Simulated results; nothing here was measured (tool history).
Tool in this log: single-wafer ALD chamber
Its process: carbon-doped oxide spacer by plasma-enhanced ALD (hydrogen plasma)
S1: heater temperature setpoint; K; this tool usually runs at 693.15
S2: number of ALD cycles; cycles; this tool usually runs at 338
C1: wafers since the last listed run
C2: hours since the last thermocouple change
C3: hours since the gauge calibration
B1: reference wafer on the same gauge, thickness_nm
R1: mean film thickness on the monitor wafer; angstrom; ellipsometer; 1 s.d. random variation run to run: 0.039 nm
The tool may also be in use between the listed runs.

Run 1, hour 0: usual settings but S2 289 cycles; C1 0; C2 1160.9; C3 105.2; B1 16.501. Result: R1 133.79 angstrom.
Run 2, hour 8.1: usual settings; C1 10; C2 1169; C3 113.3; B1 16.494. Result: R1 155.21 angstrom.
Run 3, hour 14.5: usual settings; C1 8; C2 1175.4; C3 119.7; B1 16.502. Result: R1 155.64 angstrom.
Run 4, hour 30.2: usual settings; C1 20; C2 1191.1; C3 135.4; B1 16.498. Result: R1 156.41 angstrom.
Run 5, hour 38.9: usual settings; C1 11; C2 1199.8; C3 144.1; B1 16.491. Result: R1 156.14 angstrom.
Run 6, hour 48.3: usual settings but S1 699.15 K; C1 12; C2 1209.2; C3 153.5; B1 16.501. Result: R1 152.19 angstrom.
Run 7, hour 64.3: usual settings but S1 699.15 K; C1 21; C2 1225.2; C3 169.5; B1 16.497. Result: R1 152.93 angstrom.
Run 8, hour 79.1: usual settings but S1 703.15 K, S2 359 cycles; C1 19; C2 1240; C3 184.3; B1 16.493. Result: R1 159.19 angstrom.
Run 9, hour 89.4: usual settings but S1 703.15 K, S2 359 cycles; C1 13; C2 1250.3; C3 194.6; B1 16.498. Result: R1 159.9 angstrom.
Run 10, hour 106.2: usual settings but S1 682.15 K, S2 378 cycles; C1 22; C2 1267.1; C3 211.4; B1 16.511. Result: R1 181.27 angstrom.
Run 11, hour 117.8: usual settings but S1 698.15 K; C1 15; C2 1278.7; C3 223; B1 16.502. Result: R1 154 angstrom.
At hour 130.9: thermocouple changed; heater temperature recalibrated.
At hour 132.6: gauge calibrated.
Run 12, hour 135: usual settings; C1 12; C2 4.1; C3 2.4; B1 16.499. Result: R1 156.85 angstrom.
Run 13, hour 145.1: usual settings; C1 13; C2 14.2; C3 12.5; B1 16.499. Result: R1 155.64 angstrom.
Run 14, hour 161.6: usual settings; C1 21; C2 30.7; C3 29; B1 16.512. Result: R1 155.8 angstrom.
Run 15, hour 204.7: usual settings but S1 706.15 K; C1 57; C2 73.8; C3 72.1; B1 16.507. Result: R1 148.39 angstrom.
Run 16, hour 219.5: usual settings; C1 19; C2 88.6; C3 86.9; B1 16.491. Result: R1 155.68 angstrom.
Run 17, hour 233: usual settings; C1 17; C2 102.1; C3 100.4; B1 16.495. Result: R1 155.49 angstrom.
Run 18, hour 244.9: usual settings; C1 15; C2 114; C3 112.3; B1 16.505. Result: R1 155.89 angstrom.
Run 19, hour 254.5: usual settings but S2 380 cycles; C1 12; C2 123.6; C3 121.9; B1 16.505. Result: R1 175.01 angstrom.
Run 20, hour 271: usual settings but S1 687.15 K, S2 358 cycles; C1 21; C2 140.1; C3 138.4; B1 16.497. Result: R1 168.15 angstrom.
Run 21, hour 282: usual settings but S1 698.15 K, S2 290 cycles; C1 14; C2 151.1; C3 149.4; B1 16.494. Result: R1 131.08 angstrom.
Run 22, hour 289.3: usual settings but S1 683.15 K, S2 272 cycles; C1 9; C2 158.4; C3 156.7; B1 16.501. Result: R1 129.37 angstrom.
Run 23, hour 311.4: usual settings but S1 701.15 K, S2 272 cycles; C1 29; C2 180.5; C3 178.8; B1 16.504. Result: R1 122.19 angstrom.
At hour 322.8: gauge calibrated.
Run 24, hour 326.9: usual settings but S1 707.15 K; C1 20; C2 196; C3 4.1; B1 16.5. Result: R1 147.54 angstrom.
Run 25, hour 333.4: usual settings; C1 8; C2 202.5; C3 10.6; B1 16.515. Result: R1 156.14 angstrom.

Run 26 comes next. What will it give?
Run 26, hour 341.5: usual settings but S1 708.15 K, S2 404 cycles; C1 10; C2 210.6; C3 18.7; B1 ?. Result: R1 ?.

B1: 16.498
R1: 176.3 angstrom
The same run, on a tool lacking any hidden state, would have yielded R1 176.3 angstrom.

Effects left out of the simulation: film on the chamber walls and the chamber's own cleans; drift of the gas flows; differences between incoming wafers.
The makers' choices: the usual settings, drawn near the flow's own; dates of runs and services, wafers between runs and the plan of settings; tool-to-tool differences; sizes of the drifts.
